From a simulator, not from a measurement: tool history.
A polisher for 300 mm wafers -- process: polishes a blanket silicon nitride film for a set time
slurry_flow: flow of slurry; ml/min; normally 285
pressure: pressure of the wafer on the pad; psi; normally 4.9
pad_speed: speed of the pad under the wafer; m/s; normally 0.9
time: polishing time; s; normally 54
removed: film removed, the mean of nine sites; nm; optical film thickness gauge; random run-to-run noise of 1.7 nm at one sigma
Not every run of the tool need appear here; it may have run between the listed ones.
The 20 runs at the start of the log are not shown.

run    hour  slurry_flow  pressure  pad_speed  time  incoming thickness of the incoming film, nm  removed
     1728.3  -- worn pad replaced by a new one
 21  1781.2          285       6.5       1.02    72                                        743.1    236.6
 22  1831.8          375       4.9        0.9    38                                        748.8     91.5
     1889.4  -- head pressure recalibrated
 23    1935          260       5.6        0.9    54                                        744.9    127.2
       2200  -- slurry nozzle cleaned
 24  2203.4          285       4.9        0.9    54                                        736.9    118.1
     2221.8  -- worn pad replaced by a new one
 25  2277.9          380       4.9       0.62    43                                        732.2     71.6
 26    2365          260       5.6        0.9    54                                        725.1    134.5
 27  2411.3          285       4.9        0.9    36                                        725.4     77.7
 28  2507.7          285       4.9        0.9    54                                          733      116
 29    2609          355       3.7       1.12    36                                        743.5     74.7
 30  2684.8          215       3.4       0.82    39                                        744.3     55.4
     2704.9  -- worn pad replaced by a new one
 31  2754.4          285       4.9       0.76    70                                        728.7    131.8

Below are 5 alternative next runs, each starting from the tool's condition after run 31. Predict each:
  A  2754.8          285       4.9        0.9    54                                          743        ?
  B  2754.8          370       3.8        0.9    49                                          743        ?
  C  2754.8          370       4.9        0.9    54                                          743        ?
  D  2754.8          285       4.9       1.12    45                                          743        ?
  E  2754.8          285       4.9        0.9    42                                          743        ?

run  removed
  A    116.6
  B     87.7
  C    120.7
  D    115.7
  E     90.7
The same runs, with their run-to-run variation unchanged, on a tool lacking any hidden condition would have given:
run  removed
  A    116.2
  B     86.3
  C    118.7
  D    115.4
  E     90.4
